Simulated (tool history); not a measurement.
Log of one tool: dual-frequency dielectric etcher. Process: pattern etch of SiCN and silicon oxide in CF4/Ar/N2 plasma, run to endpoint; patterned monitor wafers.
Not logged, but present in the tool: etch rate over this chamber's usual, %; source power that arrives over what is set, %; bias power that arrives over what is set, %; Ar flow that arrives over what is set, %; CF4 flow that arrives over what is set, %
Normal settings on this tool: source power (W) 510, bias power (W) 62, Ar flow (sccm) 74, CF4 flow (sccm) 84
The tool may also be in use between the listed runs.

run,hour,source power (W),bias power (W),Ar flow (sccm),CF4 flow (sccm),wafers since the last listed run,hours since the last wet clean,hours since the last source power generator calibration,hours since the last bias power generator calibration,hours since the last Ar flow controller change,hours since the last CF4 flow controller change,hours since the last upper electrode change,"incoming incoming film thickness, nm",endpoint time (s)
1,0.0,510,62,74,84,0,94.2,3754.1,1800.1,3005.6,3884.6,3495.9,9.66,9.3
# hour 49.0: Ar flow controller replaced
2,64.8,460,62,74,84,632,159.0,3818.9,1864.9,15.8,3949.4,3560.7,9.66,9.8
3,106.0,460,62,74,84,443,200.2,3860.1,1906.1,57.0,3990.6,3601.9,9.69,9.8
4,144.5,460,62,74,84,414,238.7,3898.6,1944.6,95.5,4029.1,3640.4,9.61,9.7
5,173.4,610,54,89,93,310,267.6,3927.5,1973.5,124.4,4058.0,3669.3,9.63,8.5
6,222.7,510,53,68,76,530,316.9,3976.8,2022.8,173.7,4107.3,3718.6,9.61,9.6
# hour 251.5: upper electrode replaced
7,258.7,470,54,74,84,129,352.9,4012.8,2058.8,209.7,4143.3,7.2,9.54,9.8
8,321.8,380,62,74,84,678,416.0,4075.9,2121.9,272.8,4206.4,70.3,9.60,10.6
9,362.2,510,62,74,84,434,456.4,4116.3,2162.3,313.2,4246.8,110.7,9.58,9.0
# hour 423.0: bias power generator calibrated
10,423.6,510,62,74,103,617,517.8,4177.7,0.6,374.6,4308.2,172.1,9.62,8.8
# hour 472.4: wet clean of the chamber
11,472.9,510,62,74,84,272,0.5,4227.0,49.9,423.9,4357.5,221.4,9.60,9.3
# hour 493.3: source power generator calibrated
12,498.5,510,62,74,84,232,26.1,5.2,75.5,449.5,4383.1,247.0,9.60,9.2
13,535.6,560,57,84,84,399,63.2,42.3,112.6,486.6,4420.2,284.1,9.54,9.0
# hour 542.4: CF4 flow controller replaced
14,572.2,510,62,74,84,329,99.8,78.9,149.2,523.2,29.8,320.7,9.57,9.2
15,642.5,420,47,85,84,756,170.1,149.2,219.5,593.5,100.1,391.0,9.71,11.3
16,691.3,510,55,81,102,525,218.9,198.0,268.3,642.3,148.9,439.8,9.61,9.3
17,749.7,510,62,74,84,628,277.3,256.4,326.7,700.7,207.3,498.2,9.61,9.2
18,773.9,640,62,57,84,260,301.5,280.6,350.9,724.9,231.5,522.4,9.56,7.7
19,820.0,440,56,74,89,496,347.6,326.7,397.0,771.0,277.6,568.5,9.57,10.0
20,879.5,510,50,68,74,640,407.1,386.2,456.5,830.5,337.1,628.0,9.60,9.5
# hour 927.9: wet clean of the chamber
21,946.9,450,51,66,84,466,19.0,453.6,523.9,897.9,404.5,695.4,9.61,10.4
22,1018.3,510,62,74,84,768,90.4,525.0,595.3,969.3,475.9,766.8,9.58,9.3
23,1042.4,620,62,90,104,259,114.5,549.1,619.4,993.4,500.0,790.9,9.56,8.1
24,1068.7,510,62,74,84,282,140.8,575.4,645.7,1019.7,526.3,817.2,9.63,9.4
25,1140.3,510,62,74,84,770,212.4,647.0,717.3,1091.3,597.9,888.8,9.58,9.1

Branching from run 25: 3 alternative next runs. What would each branch give?
A,1140.7,510,62,74,96,4,212.8,647.4,717.7,1091.7,598.3,889.2,9.57,?
B,1140.7,470,62,61,103,4,212.8,647.4,717.7,1091.7,598.3,889.2,9.57,?
C,1140.7,510,72,60,104,4,212.8,647.4,717.7,1091.7,598.3,889.2,9.57,?

run,endpoint time (s)
A,8.9
B,9.1
C,8.4
Without the tool's hidden state the same runs would have given:
run,endpoint time (s)
A,9.1
B,9.3
C,8.5

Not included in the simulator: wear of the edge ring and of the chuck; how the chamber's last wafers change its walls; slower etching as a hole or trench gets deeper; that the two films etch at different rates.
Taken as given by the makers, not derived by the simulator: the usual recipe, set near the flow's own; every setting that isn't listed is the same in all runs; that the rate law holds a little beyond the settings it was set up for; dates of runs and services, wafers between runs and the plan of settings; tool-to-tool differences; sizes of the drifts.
